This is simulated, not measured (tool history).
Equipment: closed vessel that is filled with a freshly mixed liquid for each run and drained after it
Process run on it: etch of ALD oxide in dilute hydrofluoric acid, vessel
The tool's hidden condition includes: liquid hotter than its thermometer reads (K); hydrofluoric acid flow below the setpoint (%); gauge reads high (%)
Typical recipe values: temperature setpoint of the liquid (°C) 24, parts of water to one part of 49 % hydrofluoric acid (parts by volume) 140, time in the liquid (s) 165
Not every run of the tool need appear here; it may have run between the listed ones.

run   hour  temperature setpoint of the liquid (°C)  parts of water to one part of 49 % hydrofluoric acid (parts by volume)  time in the liquid (s)  wafers since the last listed run  hours since the thermometer was replaced  hours since the hydrofluoric acid flow meter was replaced  hours since the gauge calibration  read-back film thickness of the ALD oxide reference wafer, read on the same gauge (nm)  thickness taken off the ALD oxide on a monitor wafer (nm)
  1      0                                     27.5                                                                     140                     165                                 0                                     309.8                                                      508.1                              342.8                                                                                     140                                                      30.87
       9.4  -- hydrofluoric acid flow meter replaced
  2     31                                     27.5                                                                     140                     165                              3363                                     340.8                                                       21.6                              373.8                                                                                  140.01                                                       32.4
  3   64.5                                     27.5                                                                     140                     165                              3755                                     374.3                                                       55.1                              407.3                                                                                  139.99                                                      32.02
  4     84                                       24                                                                     140                     165                              2186                                     393.8                                                       74.6                              426.8                                                                                  139.99                                                      28.08
  5  106.6                                       24                                                                     140                     165                              2533                                     416.4                                                       97.2                              449.4                                                                                  140.01                                                      28.34
  6  138.7                                       24                                                                     140                     165                              3598                                     448.5                                                      129.3                              481.5                                                                                     140                                                      28.32
  7  163.4                                       24                                                                     140                     165                              2769                                     473.2                                                        154                              506.2                                                                                  139.99                                                      28.14
  8  196.8                                       24                                                                     140                     165                              3744                                     506.6                                                      187.4                              539.6                                                                                     140                                                      28.19
  9  214.7                                       24                                                                     140                     165                              2006                                     524.5                                                      205.3                              557.5                                                                                     140                                                      27.97
 10  229.1                                       24                                                                     180                     215                              1614                                     538.9                                                      219.7                              571.9                                                                                  139.98                                                      27.07
 11  241.3                                       24                                                                     180                     215                              1367                                     551.1                                                      231.9                              584.1                                                                                     140                                                      27.09
 12  270.3                                       24                                                                     140                     165                              3251                                     580.1                                                      260.9                              613.1                                                                                  140.01                                                      27.95
     286.5  -- thermometer replaced
 13  355.6                                       24                                                                     140                     165                              9451                                      69.1                                                      346.2                              698.4                                                                                  140.01                                                       27.5
 14  372.7                                       24                                                                     140                     165                              1917                                      86.2                                                      363.3                              715.5                                                                                  140.02                                                      27.87
 15    397                                       24                                                                     140                     165                              2724                                     110.5                                                      387.6                              739.8                                                                                  140.01                                                      27.78
 16  418.4                                       24                                                                      85                     165                              2399                                     131.9                                                        409                              761.2                                                                                     140                                                       48.9
 17  439.2                                     25.5                                                                     200                     195                              2331                                     152.7                                                      429.8                                782                                                                                     140                                                      22.45
 18  464.7                                       20                                                                     185                     165                              2858                                     178.2                                                      455.3                              807.5                                                                                  139.99                                                      16.67
 19  479.2                                     21.5                                                                     195                      80                              1625                                     192.7                                                      469.8                                822                                                                                  140.01                                                       8.14
     505.1  -- hydrofluoric acid flow meter replaced
 20  508.1                                       24                                                                     140                     120                              3127                                     221.6                                                          3                              850.9                                                                                  139.98                                                      20.75
 21  543.5                                       24                                                                     180                     215                              3968                                       257                                                       38.4                              886.3                                                                                  139.99                                                       27.9
 22  573.9                                     19.5                                                                      95                     165                              3408                                     287.4                                                       68.8                              916.7                                                                                  139.98                                                      37.04
 23  604.6                                       24                                                                     140                     225                              3441                                     318.1                                                       99.5                              947.4                                                                                  139.99                                                      38.56
     629.8  -- gauge calibrated
 24    637                                       24                                                                     175                     165                              3632                                     350.5                                                      131.9                                7.2                                                                                  140.01                                                      21.59
 25  739.2                                       24                                                                     140                     165                             11457                                     452.7                                                      234.1                              109.4                                                                                  140.01                                                         28
 26  774.4                                       20                                                                     190                      95                              3946                                     487.9                                                      269.3                              144.6                                                                                  140.03                                                       9.68
 27  801.5                                     28.5                                                                     140                     100                              3038                                       515                                                      296.4                              171.7                                                                                     140                                                      20.06
 28  822.3                                     20.5                                                                      90                     245                              2331                                     535.8                                                      317.2                              192.5                                                                                  139.99                                                      58.84
 29  856.6                                       24                                                                     140                     165                              3845                                     570.1                                                      351.5                              226.8                                                                                  139.99                                                      27.75
 30  886.7                                     21.5                                                                     160                     230                              3374                                     600.2                                                      381.6                              256.9                                                                                  139.98                                                      30.03

Measured less the same run without the tool's hidden state. The same run-to-run variation is in both; the gauge's scatter may not be:
run  thickness taken off the ALD oxide on a monitor wafer (nm)
  1                                                      -1.68
  2                                                      -0.09
  3                                                      -0.18
  4                                                      -0.21
  5                                                      -0.27
  6                                                      -0.36
  7                                                      -0.43
  8                                                      -0.52
  9                                                      -0.56
 10                                                       -0.6
 11                                                      -0.64
 12                                                      -0.72
 13                                                      -0.94
 14                                                         -1
 15                                                      -1.06
 16                                                      -1.88
 17                                                         -1
 18                                                      -0.77
 19                                                      -0.39
 20                                                      -0.04
 21                                                      -0.15
 22                                                      -0.29
 23                                                      -0.44
 24                                                      -0.32
 25                                                      -0.69
 26                                                      -0.28
 27                                                      -0.63
 28                                                      -1.82
 29                                                      -1.01
 30                                                      -1.18
